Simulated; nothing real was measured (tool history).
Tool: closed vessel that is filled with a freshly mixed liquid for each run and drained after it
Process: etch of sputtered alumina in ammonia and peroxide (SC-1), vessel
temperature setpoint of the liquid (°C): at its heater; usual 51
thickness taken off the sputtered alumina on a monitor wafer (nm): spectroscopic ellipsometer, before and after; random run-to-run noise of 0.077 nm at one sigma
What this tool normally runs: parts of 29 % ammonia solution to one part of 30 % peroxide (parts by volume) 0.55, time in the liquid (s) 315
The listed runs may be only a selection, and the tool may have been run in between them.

run    hour  temperature setpoint of the liquid (°C)  parts of 29 % ammonia solution to one part of 30 % peroxide (parts by volume)  time in the liquid (s)  read-back film thickness of the sputtered alumina reference wafer, read on the same gauge (nm)  thickness taken off the sputtered alumina on a monitor wafer (nm)
  1       0                                       51                                                                           0.45                     315                                                                                              30                                                               17.6
       11.1  -- new drum of ammonia solution connected
  2   208.3                                       51                                                                           0.45                     315                                                                                           30.01                                                              17.43
  3   316.1                                       51                                                                           0.45                     315                                                                                           29.99                                                              17.49
  4   415.5                                       51                                                                           0.55                     315                                                                                              30                                                              17.88
  5   491.5                                       51                                                                           0.55                     315                                                                                              30                                                              17.82
  6   535.2                                       51                                                                           0.55                     315                                                                                              30                                                              17.79
  7     638                                       51                                                                           0.55                     315                                                                                           29.98                                                              17.71
      678.3  -- new drum of ammonia solution connected
  8   717.6                                       51                                                                           0.75                     445                                                                                              30                                                              25.64
      740.5  -- gauge calibrated
  9   761.6                                       51                                                                           0.75                     445                                                                                           29.99                                                              25.65
 10   836.4                                       51                                                                           0.55                     315                                                                                           29.98                                                              17.72
      849.6  -- thermometer replaced
      868.7  -- ammonia flow meter replaced
 11   880.6                                     43.5                                                                            0.7                     315                                                                                           30.01                                                              12.48
 12   974.8                                     56.5                                                                            0.4                     155                                                                                           29.98                                                              11.89
 13  1042.9                                       47                                                                            0.3                     315                                                                                              30                                                              14.12
 14  1104.8                                       51                                                                           0.55                     315                                                                                              30                                                              18.51
 15  1172.2                                       51                                                                           0.55                     315                                                                                           30.01                                                              18.48
 16    1251                                       43                                                                           0.85                     145                                                                                           29.99                                                               5.65
 17  1309.9                                     46.5                                                                            0.8                     375                                                                                           29.98                                                              17.74
 18  1379.5                                       60                                                                           0.25                     170                                                                                           29.99                                                              14.88
       1416  -- new drum of ammonia solution connected
 19  1479.1                                       48                                                                            0.8                     170                                                                                              30                                                               8.74
 20    1543                                       51                                                                           0.25                     315                                                                                              30                                                               17.2
 21  1588.2                                       51                                                                           0.55                     315                                                                                           29.99                                                              18.28
 22  1686.3                                       51                                                                           0.55                     420                                                                                           30.01                                                              24.42
 23  1739.1                                       51                                                                           0.45                     170                                                                                           30.01                                                               9.67
 24  1810.4                                       51                                                                           0.55                     315                                                                                              30                                                              18.36
 25  1895.4                                       51                                                                           0.45                     315                                                                                           29.99                                                              17.75
 26  1975.6                                       51                                                                           0.45                     315                                                                                              30                                                              17.88
 27  2070.4                                       51                                                                            0.7                     250                                                                                              30                                                              14.77

Predict each of these 5 candidate next runs independently; none follows another, all start after run 27:
  A  2071.1                                       51                                                                           0.55                     315                                                                                               ?                                                                  ?
  B  2071.1                                       47                                                                           0.75                     150                                                                                               ?                                                                  ?
  C  2071.1                                       51                                                                           0.75                     205                                                                                               ?                                                                  ?
  D  2071.1                                       51                                                                            0.4                     210                                                                                               ?                                                                  ?
  E  2071.1                                       51                                                                            0.3                     140                                                                                               ?                                                                  ?

run  read-back film thickness of the sputtered alumina reference wafer, read on the same gauge (nm)  thickness taken off the sputtered alumina on a monitor wafer (nm)
  A                                                                                           30.01                                                              18.17
  B                                                                                           30.01                                                               7.13
  C                                                                                           30.01                                                              12.18
  D                                                                                           30.01                                                              11.75
  E                                                                                           30.01                                                               7.62
What these runs would have given with no unlogged condition in the tool:
run  thickness taken off the sputtered alumina on a monitor wafer (nm)
  A                                                              18.82
  B                                                                7.4
  C                                                              12.62
  D                                                              12.17
  E                                                                7.9
